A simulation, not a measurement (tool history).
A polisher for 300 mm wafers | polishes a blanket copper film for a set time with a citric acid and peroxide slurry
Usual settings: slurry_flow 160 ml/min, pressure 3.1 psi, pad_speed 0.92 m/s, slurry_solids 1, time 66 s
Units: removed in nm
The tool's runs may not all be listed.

run	hour	slurry_flow	pressure	pad_speed	slurry_solids	time	wafers since the last listed run	wafers polished on this pad	hours since the slurry nozzle was cleaned	hours since the head pressure was calibrated	hours since the slurry blender was calibrated	incoming thickness of the incoming film, nm	removed
1	0	160	3.1	0.92	1	66	0	921	626.9	787.4	126.5	1061.7	103.1
2	23.3	160	3.1	0.92	1	66	174	1096	650.2	810.7	149.8	1059.4	100.7
3	36.3	160	3.1	0.92	1	66	97	1193	663.2	823.7	162.8	1070.4	98.6
4	67.4	120	3.7	0.92	1	66	233	1427	694.3	854.8	193.9	1072.1	112.3
# hour 72.8: worn pad replaced by a new one
# hour 88.8: slurry blender recalibrated
5	101.8	120	3.7	0.92	1	66	213	202	728.7	889.2	13	1061.5	127.1
6	133.9	160	2.8	0.92	1	66	240	443	760.8	921.3	45.1	1075.4	95.4
7	155.3	160	2.8	0.92	1	66	160	604	782.2	942.7	66.5	1073.4	93.1
8	172.5	160	3.1	0.92	1	66	129	733	799.4	959.9	83.7	1090.2	100.7
9	201.2	160	3.1	0.92	1	66	215	948	828.1	988.6	112.4	1067.9	103.2
10	215.1	160	2.3	0.92	1	66	104	1052	842	1002.5	126.3	1075.6	74.7
11	237.7	160	2.3	0.92	1	66	169	1222	864.6	1025.1	148.9	1066.8	74.3
# hour 251.6: slurry nozzle cleaned
12	268.3	160	2.6	0.92	1	66	222	1444	16.7	1055.7	179.5	1077.8	88
# hour 272.4: worn pad replaced by a new one
13	283.5	160	2.6	0.92	1	66	84	83	31.9	1070.9	194.7	1076.7	86.2
# hour 295.6: slurry blender recalibrated
14	310.5	160	3.1	0.92	1	66	187	270	58.9	1097.9	14.9	1064.7	115.2
15	324.9	160	2.4	0.92	1	66	108	378	73.3	1112.3	29.3	1055	89.4
16	360.3	160	3.9	1.18	1	66	265	644	108.7	1147.7	64.7	1061.4	155.4
17	372.6	160	3.1	0.92	1	66	92	736	121	1160	77	1059.9	107.7
18	391.3	125	3.1	0.92	1	66	140	877	139.7	1178.7	95.7	1084.7	102.5
19	403.7	160	3.1	0.92	1	66	93	970	152.1	1191.1	108.1	1078.5	106.5
# hour 432.6: head pressure recalibrated
20	437.8	160	3.7	0.92	1	55	240	1211	186.2	5.2	142.2	1068.4	103.5
# hour 462.7: worn pad replaced by a new one
21	469.8	160	3.6	1.2	1	66	210	53	218.2	37.2	174.2	1083.8	143
22	489.1	160	3.1	0.64	0.75	43	144	197	237.5	56.5	193.5	1072.1	50.5
# hour 498.4: slurry blender recalibrated
23	518.9	160	2.8	0.92	1	66	208	406	267.3	86.3	20.5	1062.8	100.4
24	538.5	160	3.1	0.92	1	66	147	553	286.9	105.9	40.1	1066.7	106.7
25	574.1	105	2.5	0.92	1	66	267	820	322.5	141.5	75.7	1057	79.8
26	602.6	160	3.1	0.92	1	66	213	1034	351	170	104.2	1065.5	102.3
27	616	160	3.1	0.92	1	66	100	1135	364.4	183.4	117.6	1064.5	100.6
28	628.9	160	2.1	0.92	0.75	60	96	1232	377.3	196.3	130.5	1063.6	56.8
# hour 635.7: worn pad replaced by a new one
29	661	160	4.2	0.92	0.8	84	210	189	409.4	228.4	162.6	1063.7	163.6
30	689.5	125	3.1	1.02	1	66	213	403	437.9	256.9	191.1	1072.3	104.1
# hour 704.2: slurry blender recalibrated
31	713.9	160	3.1	1.08	1	66	168	571	462.3	281.3	9.7	1064.8	122.4

The same runs without the tool's hidden state, with the same run-to-run variation:
The hidden state here: removal rate lost through wear of the pad, %; slurry flow missing at the pad, %; deviation of the head's pressure from its setpoint, %; abrasive missing from the slurry, %.
run	removed
1	123
2	121
3	118.9
4	137.4
5	139.2
6	107.9
7	107.5
8	117.7
9	122.6
10	89.2
11	89.5
12	101.3
13	99.7
14	119.3
15	94.6
16	171
17	119.7
18	115.9
19	121
20	119.5
21	166.9
22	58.8
23	108.1
24	117.9
25	92.1
26	119.4
27	118.2
28	66.7
29	194.5
30	126
31	130.3

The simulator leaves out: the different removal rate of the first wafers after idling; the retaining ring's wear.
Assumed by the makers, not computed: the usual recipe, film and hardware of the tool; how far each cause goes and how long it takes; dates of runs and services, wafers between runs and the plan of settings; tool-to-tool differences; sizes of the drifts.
